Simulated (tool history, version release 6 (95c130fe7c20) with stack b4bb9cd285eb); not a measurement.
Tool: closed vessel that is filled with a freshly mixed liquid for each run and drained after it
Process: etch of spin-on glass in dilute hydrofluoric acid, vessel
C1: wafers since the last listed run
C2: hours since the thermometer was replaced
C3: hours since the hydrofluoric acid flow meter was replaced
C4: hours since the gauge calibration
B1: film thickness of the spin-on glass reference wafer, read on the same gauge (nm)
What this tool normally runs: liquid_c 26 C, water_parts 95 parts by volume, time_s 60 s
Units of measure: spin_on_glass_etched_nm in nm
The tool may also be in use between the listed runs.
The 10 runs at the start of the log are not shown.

{"run": 11, "hour": 104.8, "liquid_c": 26, "water_parts": 70, "time_s": 60, "C1": 1018, "C2": 1811.2, "C3": 739.2, "C4": 29.1, "B1": 120.01, "spin_on_glass_etched_nm": 28.56}
{"run": 12, "hour": 115.9, "liquid_c": 26, "water_parts": 115, "time_s": 30, "C1": 1285, "C2": 1822.3, "C3": 750.3, "C4": 40.2, "B1": 120.01, "spin_on_glass_etched_nm": 8.2}
{"run": 13, "hour": 131.4, "liquid_c": 30.5, "water_parts": 50, "time_s": 50, "C1": 1794, "C2": 1837.8, "C3": 765.8, "C4": 55.7, "B1": 120, "spin_on_glass_etched_nm": 41.15}
{"run": 14, "hour": 145.5, "liquid_c": 30.5, "water_parts": 130, "time_s": 85, "C1": 1632, "C2": 1851.9, "C3": 779.9, "C4": 69.8, "B1": 120.01, "spin_on_glass_etched_nm": 23.91}
{"run": 15, "hour": 157.8, "liquid_c": 25, "water_parts": 95, "time_s": 60, "C1": 1424, "C2": 1864.2, "C3": 792.2, "C4": 82.1, "B1": 120, "spin_on_glass_etched_nm": 19.7}
{"run": 16, "hour": 173.3, "liquid_c": 24.5, "water_parts": 95, "time_s": 45, "C1": 1794, "C2": 1879.7, "C3": 807.7, "C4": 97.6, "B1": 119.99, "spin_on_glass_etched_nm": 14.55}
{"run": 17, "hour": 188.5, "liquid_c": 21, "water_parts": 120, "time_s": 50, "C1": 1759, "C2": 1894.9, "C3": 822.9, "C4": 112.8, "B1": 119.99, "spin_on_glass_etched_nm": 10.81}
{"hour": 193.4, "done": "thermometer replaced"}
{"run": 18, "hour": 201.6, "liquid_c": 24.5, "water_parts": 105, "time_s": 60, "C1": 1401, "C2": 8.2, "C3": 836, "C4": 125.9, "B1": 119.99, "spin_on_glass_etched_nm": 16.68}
{"run": 19, "hour": 208.5, "liquid_c": 28, "water_parts": 45, "time_s": 30, "C1": 798, "C2": 15.1, "C3": 842.9, "C4": 132.8, "B1": 119.99, "spin_on_glass_etched_nm": 24.07}
{"run": 20, "hour": 221.9, "liquid_c": 24.5, "water_parts": 110, "time_s": 80, "C1": 1551, "C2": 28.5, "C3": 856.3, "C4": 146.2, "B1": 119.99, "spin_on_glass_etched_nm": 20.93}
{"run": 21, "hour": 236.9, "liquid_c": 26, "water_parts": 95, "time_s": 60, "C1": 1736, "C2": 43.5, "C3": 871.3, "C4": 161.2, "B1": 120, "spin_on_glass_etched_nm": 19.81}
{"run": 22, "hour": 246.5, "liquid_c": 24.5, "water_parts": 105, "time_s": 60, "C1": 1111, "C2": 53.1, "C3": 880.9, "C4": 170.8, "B1": 120.02, "spin_on_glass_etched_nm": 16.77}
{"hour": 256.8, "done": "hydrofluoric acid flow meter replaced"}
{"run": 23, "hour": 258.1, "liquid_c": 22.5, "water_parts": 70, "time_s": 75, "C1": 1227, "C2": 64.7, "C3": 1.3, "C4": 182.4, "B1": 120.01, "spin_on_glass_etched_nm": 28.63}
{"run": 24, "hour": 271.0, "liquid_c": 21.5, "water_parts": 95, "time_s": 80, "C1": 1493, "C2": 77.6, "C3": 14.2, "C4": 195.3, "B1": 120, "spin_on_glass_etched_nm": 20.93}
{"run": 25, "hour": 287.3, "liquid_c": 25, "water_parts": 95, "time_s": 60, "C1": 1887, "C2": 93.9, "C3": 30.5, "C4": 211.6, "B1": 120.01, "spin_on_glass_etched_nm": 18}
{"run": 26, "hour": 295.3, "liquid_c": 23, "water_parts": 65, "time_s": 60, "C1": 926, "C2": 101.9, "C3": 38.5, "C4": 219.6, "B1": 120, "spin_on_glass_etched_nm": 25.15}
{"run": 27, "hour": 312.4, "liquid_c": 26, "water_parts": 95, "time_s": 60, "C1": 1979, "C2": 119, "C3": 55.6, "C4": 236.7, "B1": 120.02, "spin_on_glass_etched_nm": 18.73}
{"run": 28, "hour": 322.5, "liquid_c": 26, "water_parts": 95, "time_s": 60, "C1": 1169, "C2": 129.1, "C3": 65.7, "C4": 246.8, "B1": 120, "spin_on_glass_etched_nm": 18.76}
{"hour": 328.2, "done": "gauge calibrated"}
{"run": 29, "hour": 331.2, "liquid_c": 25, "water_parts": 95, "time_s": 60, "C1": 1007, "C2": 137.8, "C3": 74.4, "C4": 3, "B1": 119.99, "spin_on_glass_etched_nm": 18.01}
{"run": 30, "hour": 338.3, "liquid_c": 23.5, "water_parts": 45, "time_s": 85, "C1": 822, "C2": 144.9, "C3": 81.5, "C4": 10.1, "B1": 120, "spin_on_glass_etched_nm": 54.32}
{"run": 31, "hour": 354.3, "liquid_c": 30.5, "water_parts": 50, "time_s": 50, "C1": 1852, "C2": 160.9, "C3": 97.5, "C4": 26.1, "B1": 120.01, "spin_on_glass_etched_nm": 37.9}
{"run": 32, "hour": 362.1, "liquid_c": 26, "water_parts": 95, "time_s": 50, "C1": 903, "C2": 168.7, "C3": 105.3, "C4": 33.9, "B1": 119.99, "spin_on_glass_etched_nm": 15.73}
{"run": 33, "hour": 375.3, "liquid_c": 24, "water_parts": 95, "time_s": 75, "C1": 1528, "C2": 181.9, "C3": 118.5, "C4": 47.1, "B1": 120, "spin_on_glass_etched_nm": 21.78}
{"run": 34, "hour": 384.5, "liquid_c": 26, "water_parts": 95, "time_s": 85, "C1": 1065, "C2": 191.1, "C3": 127.7, "C4": 56.3, "B1": 120, "spin_on_glass_etched_nm": 26.79}

4 ways to go on from here, each from the tool as it stands after run 34. What would each give?
{"run": "A", "hour": 385.2, "liquid_c": 26, "water_parts": 95, "time_s": 60, "C1": 81, "C2": 191.8, "C3": 128.4, "C4": 57, "B1": "?", "spin_on_glass_etched_nm": "?"}
{"run": "B", "hour": 385.2, "liquid_c": 26, "water_parts": 95, "time_s": 90, "C1": 81, "C2": 191.8, "C3": 128.4, "C4": 57, "B1": "?", "spin_on_glass_etched_nm": "?"}
{"run": "C", "hour": 385.2, "liquid_c": 26, "water_parts": 75, "time_s": 60, "C1": 81, "C2": 191.8, "C3": 128.4, "C4": 57, "B1": "?", "spin_on_glass_etched_nm": "?"}
{"run": "D", "hour": 385.2, "liquid_c": 28, "water_parts": 95, "time_s": 80, "C1": 81, "C2": 191.8, "C3": 128.4, "C4": 57, "B1": "?", "spin_on_glass_etched_nm": "?"}

run=A B1=120.02 spin_on_glass_etched_nm=18.92
run=B B1=120.02 spin_on_glass_etched_nm=28.38
run=C B1=120.02 spin_on_glass_etched_nm=24.61
run=D B1=120.02 spin_on_glass_etched_nm=27.26
Stripped of hidden state, with their random variation kept, the same runs would have yielded:
run=A spin_on_glass_etched_nm=18.6
run=B spin_on_glass_etched_nm=27.91
run=C spin_on_glass_etched_nm=24.2
run=D spin_on_glass_etched_nm=26.8

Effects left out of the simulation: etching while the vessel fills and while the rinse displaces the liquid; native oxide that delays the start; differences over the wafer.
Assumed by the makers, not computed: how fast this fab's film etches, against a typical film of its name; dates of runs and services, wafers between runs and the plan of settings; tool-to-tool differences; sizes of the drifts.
